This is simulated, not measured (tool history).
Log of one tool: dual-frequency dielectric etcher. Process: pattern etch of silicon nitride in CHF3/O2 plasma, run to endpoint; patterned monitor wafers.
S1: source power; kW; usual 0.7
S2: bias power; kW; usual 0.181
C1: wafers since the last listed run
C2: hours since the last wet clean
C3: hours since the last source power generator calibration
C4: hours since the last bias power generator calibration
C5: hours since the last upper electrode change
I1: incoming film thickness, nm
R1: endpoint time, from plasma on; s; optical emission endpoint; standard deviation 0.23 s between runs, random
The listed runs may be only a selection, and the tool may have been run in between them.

run 1 hour=0 | S1=0.7 S2=0.181 | C1=0 C2=399.6 C3=1745.8 C4=2298.2 C5=632 | I1=68.9 | R1=40.9
-- hour=55.7 source power generator calibrated
-- hour=58.2 wet clean of the chamber
run 2 hour=100.4 | S1=0.7 S2=0.181 | C1=1343 C2=42.2 C3=44.7 C4=2398.6 C5=732.4 | I1=70.2 | R1=42.7
run 3 hour=185.6 | S1=0.7 S2=0.181 | C1=1218 C2=127.4 C3=129.9 C4=2483.8 C5=817.6 | I1=69.6 | R1=42
run 4 hour=289.5 | S1=0.7 S2=0.166 | C1=1486 C2=231.3 C3=233.8 C4=2587.7 C5=921.5 | I1=69.6 | R1=43.8
run 5 hour=370.8 | S1=0.7 S2=0.166 | C1=1162 C2=312.6 C3=315.1 C4=2669 C5=1002.8 | I1=69.7 | R1=43.3
run 6 hour=454.8 | S1=0.7 S2=0.166 | C1=1201 C2=396.6 C3=399.1 C4=2753 C5=1086.8 | I1=69.7 | R1=43.1
-- hour=487.2 wet clean of the chamber
run 7 hour=556.1 | S1=0.7 S2=0.181 | C1=1105 C2=68.9 C3=500.4 C4=2854.3 C5=1188.1 | I1=68.6 | R1=39.7
run 8 hour=642.4 | S1=0.7 S2=0.181 | C1=1234 C2=155.2 C3=586.7 C4=2940.6 C5=1274.4 | I1=69.8 | R1=40.4
run 9 hour=692.2 | S1=0.56 S2=0.181 | C1=712 C2=205 C3=636.5 C4=2990.4 C5=1324.2 | I1=69.5 | R1=43
-- hour=815.9 wet clean of the chamber, repeated, since the last time left the tool worse
run 10 hour=1008 | S1=0.7 S2=0.198 | C1=4173 C2=192.1 C3=952.3 C4=3306.2 C5=1640 | I1=69.4 | R1=40.3
run 11 hour=1100.4 | S1=0.7 S2=0.198 | C1=1321 C2=284.5 C3=1044.7 C4=3398.6 C5=1732.4 | I1=69.4 | R1=40.1
run 12 hour=1150.4 | S1=0.7 S2=0.181 | C1=715 C2=334.5 C3=1094.7 C4=3448.6 C5=1782.4 | I1=68.7 | R1=40.5
run 13 hour=1234.6 | S1=0.7 S2=0.181 | C1=1204 C2=418.7 C3=1178.9 C4=3532.8 C5=1866.6 | I1=69.3 | R1=41.2
-- hour=1253.4 bias power generator calibrated
-- hour=1267 wet clean of the chamber
run 14 hour=1335.2 | S1=0.87 S2=0.181 | C1=1186 C2=68.2 C3=1279.5 C4=81.8 C5=1967.2 | I1=69.3 | R1=39.2
-- hour=1404 upper electrode replaced
run 15 hour=1426.6 | S1=0.7 S2=0.167 | C1=964 C2=159.6 C3=1370.9 C4=173.2 C5=22.6 | I1=69.8 | R1=43.4
run 16 hour=1489.1 | S1=0.83 S2=0.225 | C1=893 C2=222.1 C3=1433.4 C4=235.7 C5=85.1 | I1=70.2 | R1=36.7
-- hour=1575.3 source power generator calibrated
run 17 hour=1575.8 | S1=0.61 S2=0.181 | C1=1182 C2=308.8 C3=0.5 C4=322.4 C5=171.8 | I1=69 | R1=42.6
run 18 hour=1656 | S1=0.7 S2=0.181 | C1=1147 C2=389 C3=80.7 C4=402.6 C5=252 | I1=68.5 | R1=40.4
-- hour=1700.6 wet clean of the chamber
run 19 hour=1749.2 | S1=0.54 S2=0.181 | C1=989 C2=48.6 C3=173.9 C4=495.8 C5=345.2 | I1=69.1 | R1=45.1

The next listed run, before its measurement:
run 20 hour=1814.7 | S1=0.7 S2=0.207 | C1=936 C2=114.1 C3=239.4 C4=561.3 C5=410.7 | I1=70.1 | R1=?

For run 20 the tool returned R1 40.6 s.
With no hidden state in the tool, this same run would have given R1 40.9 s.
